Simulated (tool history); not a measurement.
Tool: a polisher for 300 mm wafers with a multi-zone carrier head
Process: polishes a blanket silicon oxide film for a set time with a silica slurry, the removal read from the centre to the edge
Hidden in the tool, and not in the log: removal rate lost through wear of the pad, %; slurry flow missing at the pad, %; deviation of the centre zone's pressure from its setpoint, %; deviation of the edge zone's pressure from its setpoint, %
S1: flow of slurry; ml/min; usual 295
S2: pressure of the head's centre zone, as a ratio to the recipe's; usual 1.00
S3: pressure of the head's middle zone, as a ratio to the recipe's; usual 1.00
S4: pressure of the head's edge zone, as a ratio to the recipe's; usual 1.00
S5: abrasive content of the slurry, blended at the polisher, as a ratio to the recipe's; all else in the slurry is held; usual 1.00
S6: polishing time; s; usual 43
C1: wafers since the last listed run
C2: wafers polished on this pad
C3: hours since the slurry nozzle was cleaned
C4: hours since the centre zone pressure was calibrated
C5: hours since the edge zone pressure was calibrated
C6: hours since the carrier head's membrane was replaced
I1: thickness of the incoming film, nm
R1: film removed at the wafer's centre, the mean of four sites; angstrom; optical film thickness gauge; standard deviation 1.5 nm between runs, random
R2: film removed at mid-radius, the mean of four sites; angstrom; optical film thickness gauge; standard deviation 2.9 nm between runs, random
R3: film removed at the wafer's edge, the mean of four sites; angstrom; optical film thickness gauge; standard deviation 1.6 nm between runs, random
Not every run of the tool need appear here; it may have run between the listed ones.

{"run": 1, "hour": 0.0, "S1": 295, "S2": 1.0, "S3": 1.06, "S4": 1.0, "S5": 1.15, "S6": 43, "C1": 0, "C2": 48, "C3": 133.2, "C4": 337.2, "C5": 782.3, "C6": 497.8, "I1": 1575.6, "R1": 1948, "R2": 2028, "R3": 2097}
{"run": 2, "hour": 13.5, "S1": 295, "S2": 1.0, "S3": 1.08, "S4": 1.0, "S5": 1.0, "S6": 43, "C1": 101, "C2": 150, "C3": 146.7, "C4": 350.7, "C5": 795.8, "C6": 511.3, "I1": 1568.7, "R1": 1818, "R2": 1944, "R3": 1951}
{"run": 3, "hour": 29.0, "S1": 295, "S2": 1.0, "S3": 1.08, "S4": 1.0, "S5": 1.0, "S6": 43, "C1": 117, "C2": 267, "C3": 162.2, "C4": 366.2, "C5": 811.3, "C6": 526.8, "I1": 1561.2, "R1": 1785, "R2": 1911, "R3": 1900}
{"run": 4, "hour": 46.8, "S1": 295, "S2": 1.0, "S3": 1.08, "S4": 1.0, "S5": 1.0, "S6": 43, "C1": 134, "C2": 401, "C3": 180.0, "C4": 384.0, "C5": 829.1, "C6": 544.6, "I1": 1550.5, "R1": 1785, "R2": 1867, "R3": 1869}
{"run": 5, "hour": 62.2, "S1": 295, "S2": 1.1, "S3": 1.0, "S4": 1.0, "S5": 1.0, "S6": 43, "C1": 116, "C2": 518, "C3": 195.4, "C4": 399.4, "C5": 844.5, "C6": 560.0, "I1": 1563.4, "R1": 1934, "R2": 1733, "R3": 1903}
{"run": 6, "hour": 73.4, "S1": 295, "S2": 1.0, "S3": 1.0, "S4": 1.0, "S5": 1.0, "S6": 43, "C1": 84, "C2": 602, "C3": 206.6, "C4": 410.6, "C5": 855.7, "C6": 571.2, "I1": 1567.4, "R1": 1777, "R2": 1759, "R3": 1883}
{"hour": 85.4, "done": "slurry nozzle cleaned"}
{"run": 7, "hour": 86.0, "S1": 295, "S2": 1.0, "S3": 1.0, "S4": 1.0, "S5": 1.0, "S6": 43, "C1": 87, "C2": 690, "C3": 0.6, "C4": 423.2, "C5": 868.3, "C6": 583.8, "I1": 1582.9, "R1": 1889, "R2": 1883, "R3": 2003}
{"hour": 93.7, "done": "worn pad replaced by a new one"}
{"run": 8, "hour": 103.6, "S1": 295, "S2": 1.0, "S3": 1.0, "S4": 1.0, "S5": 1.0, "S6": 43, "C1": 102, "C2": 74, "C3": 18.2, "C4": 440.8, "C5": 885.9, "C6": 601.4, "I1": 1548.9, "R1": 1917, "R2": 1891, "R3": 2020}
{"hour": 108.0, "done": "edge zone pressure recalibrated"}
{"run": 9, "hour": 117.2, "S1": 295, "S2": 1.0, "S3": 1.0, "S4": 1.0, "S5": 1.0, "S6": 32, "C1": 87, "C2": 162, "C3": 31.8, "C4": 454.4, "C5": 9.2, "C6": 615.0, "I1": 1580.9, "R1": 1405, "R2": 1416, "R3": 1500}
{"run": 10, "hour": 125.1, "S1": 190, "S2": 1.0, "S3": 0.95, "S4": 1.09, "S5": 1.1, "S6": 43, "C1": 59, "C2": 221, "C3": 39.7, "C4": 462.3, "C5": 17.1, "C6": 622.9, "I1": 1567.2, "R1": 1791, "R2": 1734, "R3": 2044}
{"run": 11, "hour": 140.9, "S1": 210, "S2": 1.0, "S3": 1.0, "S4": 1.0, "S5": 0.9, "S6": 43, "C1": 119, "C2": 340, "C3": 55.5, "C4": 478.1, "C5": 32.9, "C6": 638.7, "I1": 1554.4, "R1": 1655, "R2": 1626, "R3": 1765}
{"hour": 152.4, "done": "carrier head's membrane replaced by a new one"}
{"run": 12, "hour": 154.6, "S1": 295, "S2": 1.0, "S3": 1.0, "S4": 1.0, "S5": 1.0, "S6": 43, "C1": 65, "C2": 406, "C3": 69.2, "C4": 491.8, "C5": 46.6, "C6": 2.2, "I1": 1556.0, "R1": 1835, "R2": 1800, "R3": 1939}
{"run": 13, "hour": 162.8, "S1": 295, "S2": 1.0, "S3": 1.0, "S4": 1.11, "S5": 1.0, "S6": 43, "C1": 61, "C2": 468, "C3": 77.4, "C4": 500.0, "C5": 54.8, "C6": 10.4, "I1": 1559.3, "R1": 1840, "R2": 1861, "R3": 2020}
{"hour": 192.4, "done": "centre zone pressure recalibrated"}
{"hour": 209.8, "done": "worn pad replaced by a new one"}
{"run": 14, "hour": 212.3, "S1": 295, "S2": 1.0, "S3": 1.08, "S4": 1.0, "S5": 1.0, "S6": 43, "C1": 328, "C2": 18, "C3": 126.9, "C4": 19.9, "C5": 104.3, "C6": 59.9, "I1": 1546.8, "R1": 1866, "R2": 1999, "R3": 1977}
{"run": 15, "hour": 220.3, "S1": 295, "S2": 1.0, "S3": 1.0, "S4": 1.0, "S5": 0.9, "S6": 55, "C1": 60, "C2": 78, "C3": 134.9, "C4": 27.9, "C5": 112.3, "C6": 67.9, "I1": 1576.4, "R1": 2239, "R2": 2250, "R3": 2410}
{"run": 16, "hour": 233.8, "S1": 215, "S2": 1.0, "S3": 1.0, "S4": 1.0, "S5": 1.0, "S6": 52, "C1": 101, "C2": 180, "C3": 148.4, "C4": 41.4, "C5": 125.8, "C6": 81.4, "I1": 1565.7, "R1": 2035, "R2": 2076, "R3": 2202}
{"run": 17, "hour": 244.2, "S1": 350, "S2": 1.0, "S3": 1.0, "S4": 1.08, "S5": 1.0, "S6": 43, "C1": 78, "C2": 259, "C3": 158.8, "C4": 51.8, "C5": 136.2, "C6": 91.8, "I1": 1542.0, "R1": 1857, "R2": 1822, "R3": 2045}
{"run": 18, "hour": 258.2, "S1": 395, "S2": 1.07, "S3": 1.0, "S4": 1.0, "S5": 1.0, "S6": 43, "C1": 105, "C2": 365, "C3": 172.8, "C4": 65.8, "C5": 150.2, "C6": 105.8, "I1": 1574.2, "R1": 1993, "R2": 1825, "R3": 1998}
{"run": 19, "hour": 264.3, "S1": 240, "S2": 1.0, "S3": 1.0, "S4": 1.05, "S5": 1.0, "S6": 43, "C1": 46, "C2": 411, "C3": 178.9, "C4": 71.9, "C5": 156.3, "C6": 111.9, "I1": 1573.4, "R1": 1671, "R2": 1695, "R3": 1888}
{"run": 20, "hour": 271.6, "S1": 295, "S2": 1.0, "S3": 1.0, "S4": 1.0, "S5": 1.0, "S6": 43, "C1": 55, "C2": 466, "C3": 186.2, "C4": 79.2, "C5": 163.6, "C6": 119.2, "I1": 1588.2, "R1": 1773, "R2": 1724, "R3": 1899}

The logged runs with the hidden state left out (each run's random variation unchanged):
run=1 R1=2098 R2=2171 R3=2215
run=2 R1=1985 R2=2109 R3=2086
run=3 R1=1971 R2=2096 R3=2053
run=4 R1=1990 R2=2066 R3=2036
run=5 R1=2169 R2=1928 R3=2083
run=6 R1=1999 R2=1963 R3=2067
run=7 R1=1984 R2=1977 R3=2101
run=8 R1=1971 R2=1941 R3=2067
run=9 R1=1470 R2=1478 R3=1558
run=10 R1=1924 R2=1853 R3=2160
run=11 R1=1802 R2=1760 R3=1887
run=12 R1=1985 R2=1938 R3=2069
run=13 R1=2000 R2=2014 R3=2164
run=14 R1=1997 R2=2126 R3=2073
run=15 R1=2419 R2=2414 R3=2549
run=16 R1=2294 R2=2313 R3=2396
run=17 R1=2022 R2=1973 R3=2186
run=18 R1=2171 R2=1977 R3=2140
run=19 R1=1899 R2=1906 R3=2075
run=20 R1=1981 R2=1912 R3=2069
